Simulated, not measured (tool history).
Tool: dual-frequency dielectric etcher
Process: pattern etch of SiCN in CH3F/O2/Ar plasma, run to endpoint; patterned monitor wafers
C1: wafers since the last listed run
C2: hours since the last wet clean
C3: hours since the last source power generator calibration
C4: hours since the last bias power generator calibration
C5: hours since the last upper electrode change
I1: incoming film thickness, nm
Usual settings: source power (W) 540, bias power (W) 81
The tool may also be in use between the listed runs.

{"run": 1, "hour": 0.0, "source power (W)": 540, "bias power (W)": 81, "C1": 0, "C2": 264.3, "C3": 4718.2, "C4": 1437.0, "C5": 2159.4, "I1": 10.48, "endpoint time (s)": 24.7}
{"run": 2, "hour": 12.5, "source power (W)": 540, "bias power (W)": 81, "C1": 167, "C2": 276.8, "C3": 4730.7, "C4": 1449.5, "C5": 2171.9, "I1": 10.4, "endpoint time (s)": 25.2}
{"run": 3, "hour": 21.1, "source power (W)": 540, "bias power (W)": 81, "C1": 115, "C2": 285.4, "C3": 4739.3, "C4": 1458.1, "C5": 2180.5, "I1": 10.52, "endpoint time (s)": 25.2}
{"run": 4, "hour": 28.6, "source power (W)": 630, "bias power (W)": 81, "C1": 100, "C2": 292.9, "C3": 4746.8, "C4": 1465.6, "C5": 2188.0, "I1": 10.6, "endpoint time (s)": 24.6}
{"run": 5, "hour": 38.0, "source power (W)": 630, "bias power (W)": 81, "C1": 125, "C2": 302.3, "C3": 4756.2, "C4": 1475.0, "C5": 2197.4, "I1": 10.55, "endpoint time (s)": 24.4}
{"run": 6, "hour": 52.5, "source power (W)": 540, "bias power (W)": 90, "C1": 194, "C2": 316.8, "C3": 4770.7, "C4": 1489.5, "C5": 2211.9, "I1": 10.61, "endpoint time (s)": 24.4}
{"run": 7, "hour": 68.0, "source power (W)": 540, "bias power (W)": 90, "C1": 207, "C2": 332.3, "C3": 4786.2, "C4": 1505.0, "C5": 2227.4, "I1": 10.49, "endpoint time (s)": 23.8}
{"run": 8, "hour": 77.4, "source power (W)": 540, "bias power (W)": 81, "C1": 125, "C2": 341.7, "C3": 4795.6, "C4": 1514.4, "C5": 2236.8, "I1": 10.48, "endpoint time (s)": 25.1}
{"run": 9, "hour": 92.5, "source power (W)": 540, "bias power (W)": 81, "C1": 202, "C2": 356.8, "C3": 4810.7, "C4": 1529.5, "C5": 2251.9, "I1": 10.54, "endpoint time (s)": 25.7}
{"hour": 122.5, "done": "wet clean of the chamber"}
{"run": 10, "hour": 123.0, "source power (W)": 540, "bias power (W)": 81, "C1": 87, "C2": 0.5, "C3": 4841.2, "C4": 1560.0, "C5": 2282.4, "I1": 10.44, "endpoint time (s)": 24.4}
{"run": 11, "hour": 123.3, "source power (W)": 540, "bias power (W)": 81, "C1": 4, "C2": 0.8, "C3": 4841.5, "C4": 1560.3, "C5": 2282.7, "I1": 10.53, "endpoint time (s)": 25.1}
{"run": 12, "hour": 138.2, "source power (W)": 540, "bias power (W)": 81, "C1": 199, "C2": 15.7, "C3": 4856.4, "C4": 1575.2, "C5": 2297.6, "I1": 10.46, "endpoint time (s)": 24.8}
{"run": 13, "hour": 149.6, "source power (W)": 540, "bias power (W)": 81, "C1": 152, "C2": 27.1, "C3": 4867.8, "C4": 1586.6, "C5": 2309.0, "I1": 10.4, "endpoint time (s)": 25.1}
{"run": 14, "hour": 159.8, "source power (W)": 540, "bias power (W)": 81, "C1": 136, "C2": 37.3, "C3": 4878.0, "C4": 1596.8, "C5": 2319.2, "I1": 10.54, "endpoint time (s)": 25.3}
{"run": 15, "hour": 170.5, "source power (W)": 610, "bias power (W)": 81, "C1": 143, "C2": 48.0, "C3": 4888.7, "C4": 1607.5, "C5": 2329.9, "I1": 10.5, "endpoint time (s)": 23.7}
{"run": 16, "hour": 186.6, "source power (W)": 480, "bias power (W)": 89, "C1": 215, "C2": 64.1, "C3": 4904.8, "C4": 1623.6, "C5": 2346.0, "I1": 10.53, "endpoint time (s)": 24.6}
{"run": 17, "hour": 197.6, "source power (W)": 590, "bias power (W)": 64, "C1": 147, "C2": 75.1, "C3": 4915.8, "C4": 1634.6, "C5": 2357.0, "I1": 10.57, "endpoint time (s)": 27.7}
{"run": 18, "hour": 205.9, "source power (W)": 540, "bias power (W)": 97, "C1": 111, "C2": 83.4, "C3": 4924.1, "C4": 1642.9, "C5": 2365.3, "I1": 10.48, "endpoint time (s)": 22.9}
{"run": 19, "hour": 213.3, "source power (W)": 540, "bias power (W)": 91, "C1": 99, "C2": 90.8, "C3": 4931.5, "C4": 1650.3, "C5": 2372.7, "I1": 10.47, "endpoint time (s)": 23.5}
{"run": 20, "hour": 219.3, "source power (W)": 540, "bias power (W)": 81, "C1": 80, "C2": 96.8, "C3": 4937.5, "C4": 1656.3, "C5": 2378.7, "I1": 10.52, "endpoint time (s)": 25.0}
{"run": 21, "hour": 237.3, "source power (W)": 540, "bias power (W)": 81, "C1": 240, "C2": 114.8, "C3": 4955.5, "C4": 1674.3, "C5": 2396.7, "I1": 10.47, "endpoint time (s)": 24.7}
{"run": 22, "hour": 245.3, "source power (W)": 660, "bias power (W)": 63, "C1": 107, "C2": 122.8, "C3": 4963.5, "C4": 1682.3, "C5": 2404.7, "I1": 10.48, "endpoint time (s)": 26.8}
{"hour": 258.1, "done": "source power generator calibrated"}
{"run": 23, "hour": 258.6, "source power (W)": 420, "bias power (W)": 90, "C1": 124, "C2": 136.1, "C3": 0.5, "C4": 1695.6, "C5": 2418.0, "I1": 10.45, "endpoint time (s)": 25.4}
{"run": 24, "hour": 267.1, "source power (W)": 480, "bias power (W)": 67, "C1": 113, "C2": 144.6, "C3": 9.0, "C4": 1704.1, "C5": 2426.5, "I1": 10.53, "endpoint time (s)": 29.0}
{"run": 25, "hour": 277.6, "source power (W)": 680, "bias power (W)": 96, "C1": 140, "C2": 155.1, "C3": 19.5, "C4": 1714.6, "C5": 2437.0, "I1": 10.51, "endpoint time (s)": 21.7}
{"hour": 290.9, "done": "bias power generator calibrated"}
{"hour": 304.1, "done": "upper electrode replaced"}
{"run": 26, "hour": 304.6, "source power (W)": 540, "bias power (W)": 96, "C1": 131, "C2": 182.1, "C3": 46.5, "C4": 13.7, "C5": 0.5, "I1": 10.56, "endpoint time (s)": 23.2}
{"run": 27, "hour": 304.9, "source power (W)": 660, "bias power (W)": 63, "C1": 4, "C2": 182.4, "C3": 46.8, "C4": 14.0, "C5": 0.8, "I1": 10.45, "endpoint time (s)": 26.9}
{"run": 28, "hour": 313.9, "source power (W)": 650, "bias power (W)": 81, "C1": 120, "C2": 191.4, "C3": 55.8, "C4": 23.0, "C5": 9.8, "I1": 10.55, "endpoint time (s)": 24.0}
{"run": 29, "hour": 330.6, "source power (W)": 620, "bias power (W)": 100, "C1": 223, "C2": 208.1, "C3": 72.5, "C4": 39.7, "C5": 26.5, "I1": 10.38, "endpoint time (s)": 21.6}
{"run": 30, "hour": 343.1, "source power (W)": 540, "bias power (W)": 81, "C1": 167, "C2": 220.6, "C3": 85.0, "C4": 52.2, "C5": 39.0, "I1": 10.5, "endpoint time (s)": 25.3}
{"run": 31, "hour": 354.1, "source power (W)": 540, "bias power (W)": 81, "C1": 147, "C2": 231.6, "C3": 96.0, "C4": 63.2, "C5": 50.0, "I1": 10.27, "endpoint time (s)": 24.7}
{"run": 32, "hour": 368.2, "source power (W)": 490, "bias power (W)": 88, "C1": 188, "C2": 245.7, "C3": 110.1, "C4": 77.3, "C5": 64.1, "I1": 10.64, "endpoint time (s)": 25.6}
{"run": 33, "hour": 382.5, "source power (W)": 650, "bias power (W)": 76, "C1": 191, "C2": 260.0, "C3": 124.4, "C4": 91.6, "C5": 78.4, "I1": 10.47, "endpoint time (s)": 25.0}
{"run": 34, "hour": 391.4, "source power (W)": 600, "bias power (W)": 92, "C1": 119, "C2": 268.9, "C3": 133.3, "C4": 100.5, "C5": 87.3, "I1": 10.43, "endpoint time (s)": 22.9}
{"run": 35, "hour": 405.9, "source power (W)": 540, "bias power (W)": 81, "C1": 194, "C2": 283.4, "C3": 147.8, "C4": 115.0, "C5": 101.8, "I1": 10.45, "endpoint time (s)": 25.3}
{"run": 36, "hour": 414.0, "source power (W)": 470, "bias power (W)": 72, "C1": 108, "C2": 291.5, "C3": 155.9, "C4": 123.1, "C5": 109.9, "I1": 10.43, "endpoint time (s)": 28.3}

Measured less the same run without the tool's hidden state. The same run-to-run variation is in both; the gauge's scatter may not be:
The hidden state here: etch rate over this chamber's usual, %; source power that arrives over what is set, %; bias power that arrives over what is set, %.
run=1 endpoint_time_(s)=+0.6
run=2 endpoint_time_(s)=+0.6
run=3 endpoint_time_(s)=+0.6
run=4 endpoint_time_(s)=+0.6
run=5 endpoint_time_(s)=+0.6
run=6 endpoint_time_(s)=+0.6
run=7 endpoint_time_(s)=+0.6
run=8 endpoint_time_(s)=+0.7
run=9 endpoint_time_(s)=+0.8
run=10 endpoint_time_(s)=+0.2
run=11 endpoint_time_(s)=+0.2
run=12 endpoint_time_(s)=+0.3
run=13 endpoint_time_(s)=+0.3
run=14 endpoint_time_(s)=+0.3
run=15 endpoint_time_(s)=+0.3
run=16 endpoint_time_(s)=+0.3
run=17 endpoint_time_(s)=+0.4
run=18 endpoint_time_(s)=+0.4
run=19 endpoint_time_(s)=+0.4
run=20 endpoint_time_(s)=+0.5
run=21 endpoint_time_(s)=+0.4
run=22 endpoint_time_(s)=+0.5
run=23 endpoint_time_(s)=+0.5
run=24 endpoint_time_(s)=+0.7
run=25 endpoint_time_(s)=+0.5
run=26 endpoint_time_(s)=+0.6
run=27 endpoint_time_(s)=+0.7
run=28 endpoint_time_(s)=+0.7
run=29 endpoint_time_(s)=+0.6
run=30 endpoint_time_(s)=+0.7
run=31 endpoint_time_(s)=+0.7
run=32 endpoint_time_(s)=+0.8
run=33 endpoint_time_(s)=+0.8
run=34 endpoint_time_(s)=+0.8
run=35 endpoint_time_(s)=+0.9
run=36 endpoint_time_(s)=+1.0
